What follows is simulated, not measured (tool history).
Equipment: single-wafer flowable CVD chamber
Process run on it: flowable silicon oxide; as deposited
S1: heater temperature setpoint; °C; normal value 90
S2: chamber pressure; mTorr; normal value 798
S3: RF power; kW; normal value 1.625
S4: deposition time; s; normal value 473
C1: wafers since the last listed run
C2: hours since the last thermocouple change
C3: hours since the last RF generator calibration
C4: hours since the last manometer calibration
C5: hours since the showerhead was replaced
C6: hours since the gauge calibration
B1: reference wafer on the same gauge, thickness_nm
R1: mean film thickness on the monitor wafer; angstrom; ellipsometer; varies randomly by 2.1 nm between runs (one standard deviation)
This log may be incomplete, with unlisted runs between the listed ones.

Run 1, day 0.000: usual settings; C1 0; C2 1942.6; C3 416.8; C4 1540.7; C5 2549.5; C6 252.5; B1 333.834. Result: R1 3676.34 angstrom.
Run 2, day 2.746: usual settings; C1 239; C2 2008.5; C3 482.7; C4 1606.6; C5 2615.4; C6 318.4; B1 332.784. Result: R1 3727.74 angstrom.
Run 3, day 4.808: usual settings; C1 180; C2 2058.0; C3 532.2; C4 1656.1; C5 2664.9; C6 367.9; B1 332.970. Result: R1 3683.76 angstrom.
Run 4, day 7.171: usual settings; C1 206; C2 2114.7; C3 588.9; C4 1712.8; C5 2721.6; C6 424.6; B1 333.083. Result: R1 3680.24 angstrom.
Run 5, day 8.579: usual settings; C1 123; C2 2148.5; C3 622.7; C4 1746.6; C5 2755.4; C6 458.4; B1 332.789. Result: R1 3687.57 angstrom.
Run 6, day 10.712: usual settings; C1 186; C2 2199.7; C3 673.9; C4 1797.8; C5 2806.6; C6 509.6; B1 333.079. Result: R1 3689.92 angstrom.
Run 7, day 11.988: usual settings but S2 673 mTorr; C1 111; C2 2230.3; C3 704.5; C4 1828.4; C5 2837.2; C6 540.2; B1 333.066. Result: R1 3304.71 angstrom.
Run 8, day 14.012: usual settings but S2 914 mTorr; C1 176; C2 2278.9; C3 753.1; C4 1877.0; C5 2885.8; C6 588.8; B1 333.476. Result: R1 4014.15 angstrom.
Run 9, day 15.721: usual settings but S2 914 mTorr; C1 149; C2 2319.9; C3 794.1; C4 1918.0; C5 2926.8; C6 629.8; B1 331.937. Result: R1 4063.71 angstrom.
Run 10, day 18.262: usual settings; C1 222; C2 2380.9; C3 855.1; C4 1979.0; C5 2987.8; C6 690.8; B1 333.530. Result: R1 3674.85 angstrom.
Run 11, day 20.408: usual settings; C1 187; C2 2432.4; C3 906.6; C4 2030.5; C5 3039.3; C6 742.3; B1 333.200. Result: R1 3690.98 angstrom.
At day 21.483: thermocouple changed; heater temperature recalibrated.
Run 12, day 22.133: usual settings but S1 96 °C; C1 121; C2 15.6; C3 948.0; C4 2071.9; C5 3080.7; C6 783.7; B1 332.974. Result: R1 3230.96 angstrom.
Run 13, day 24.621: usual settings but S1 96 °C; C1 217; C2 75.3; C3 1007.7; C4 2131.6; C5 3140.4; C6 843.4; B1 333.591. Result: R1 3198.49 angstrom.
Run 14, day 28.925: usual settings but S1 82 °C, S3 1.770 kW, S4 379 s; C1 376; C2 178.6; C3 1111.0; C4 2234.9; C5 3243.7; C6 946.7; B1 333.329. Result: R1 3964.85 angstrom.
Run 15, day 31.550: usual settings but S1 77 °C, S2 622 mTorr, S3 1.845 kW; C1 229; C2 241.6; C3 1174.0; C4 2297.9; C5 3306.7; C6 1009.7; B1 332.813. Result: R1 4831.79 angstrom.
Run 16, day 33.908: usual settings; C1 206; C2 298.2; C3 1230.6; C4 2354.5; C5 3363.3; C6 1066.3; B1 333.129. Result: R1 3843.75 angstrom.
Run 17, day 34.950: usual settings but S4 516 s; C1 91; C2 323.2; C3 1255.6; C4 2379.5; C5 3388.3; C6 1091.3; B1 331.976. Result: R1 4180.03 angstrom.
At day 38.296: showerhead replaced, of another model than before.
Run 18, day 41.075: usual settings but S1 99 °C, S2 977 mTorr, S3 1.315 kW, S4 415 s; C1 506; C2 470.2; C3 1402.6; C4 2526.5; C5 66.7; C6 1238.3; B1 332.885. Result: R1 3025.93 angstrom.
At day 42.904: capacitance manometer re-zeroed and calibrated.
Run 19, day 45.096: usual settings but S2 918 mTorr, S3 1.315 kW; C1 322; C2 566.7; C3 1499.1; C4 52.6; C5 163.2; C6 1334.8; B1 333.382. Result: R1 4309.99 angstrom.
Run 20, day 47.204: usual settings but S1 101 °C, S4 518 s; C1 184; C2 617.3; C3 1549.7; C4 103.2; C5 213.8; C6 1385.4; B1 332.692. Result: R1 2904.19 angstrom.
Run 21, day 49.375: usual settings; C1 189; C2 669.4; C3 1601.8; C4 155.3; C5 265.9; C6 1437.5; B1 333.147. Result: R1 3766.90 angstrom.
At day 51.192: RF generator calibrated.
Run 22, day 51.838: usual settings; C1 186; C2 728.5; C3 15.5; C4 214.4; C5 325.0; C6 1496.6; B1 332.456. Result: R1 3770.13 angstrom.
Run 23, day 52.979: usual settings; C1 99; C2 755.9; C3 42.9; C4 241.8; C5 352.4; C6 1524.0; B1 332.963. Result: R1 3775.62 angstrom.
At day 53.404: gauge calibrated.
Run 24, day 55.875: usual settings but S4 548 s; C1 253; C2 825.4; C3 112.4; C4 311.3; C5 421.9; C6 59.3; B1 333.294. Result: R1 4360.21 angstrom.
Run 25, day 63.496: usual settings but S1 82 °C, S3 1.760 kW; C1 665; C2 1008.3; C3 295.3; C4 494.2; C5 604.8; C6 242.2; B1 333.243. Result: R1 4776.02 angstrom.
Run 26, day 64.750: usual settings but S1 105 °C, S3 1.530 kW; C1 109; C2 1038.4; C3 325.4; C4 524.3; C5 634.9; C6 272.3; B1 333.155. Result: R1 2318.44 angstrom.
Run 27, day 65.792: usual settings; C1 91; C2 1063.4; C3 350.4; C4 549.3; C5 659.9; C6 297.3; B1 332.356. Result: R1 3756.94 angstrom.
Run 28, day 71.933: usual settings; C1 536; C2 1210.8; C3 497.8; C4 696.7; C5 807.3; C6 444.7; B1 332.775. Result: R1 3750.97 angstrom.

Forecast each of these 4 alternatives for the next run:
Run A, day 71.954: usual settings but S4 552 s; C1 1; C2 1211.3; C3 498.3; C4 697.2; C5 807.8; C6 445.2; B1 ?. Result: R1 ?.
Run B, day 71.954: usual settings but S1 102 °C, S2 698 mTorr, S3 1.855 kW, S4 393 s; C1 1; C2 1211.3; C3 498.3; C4 697.2; C5 807.8; C6 445.2; B1 ?. Result: R1 ?.
Run C, day 71.954: usual settings but S1 81 °C, S3 1.705 kW, S4 439 s; C1 1; C2 1211.3; C3 498.3; C4 697.2; C5 807.8; C6 445.2; B1 ?. Result: R1 ?.
Run D, day 71.954: usual settings but S1 81 °C, S4 417 s; C1 1; C2 1211.3; C3 498.3; C4 697.2; C5 807.8; C6 445.2; B1 ?. Result: R1 ?.

run       B1       R1
  A  333.539  4341.26
  B  333.539  1880.57
  C  333.539  4490.68
  D  333.539  4243.64
The same runs, with their run-to-run variation unchanged, on a tool lacking any hidden condition would have given:
run       R1
  A  4508.92
  B  1952.98
  C  4645.71
  D  4390.14
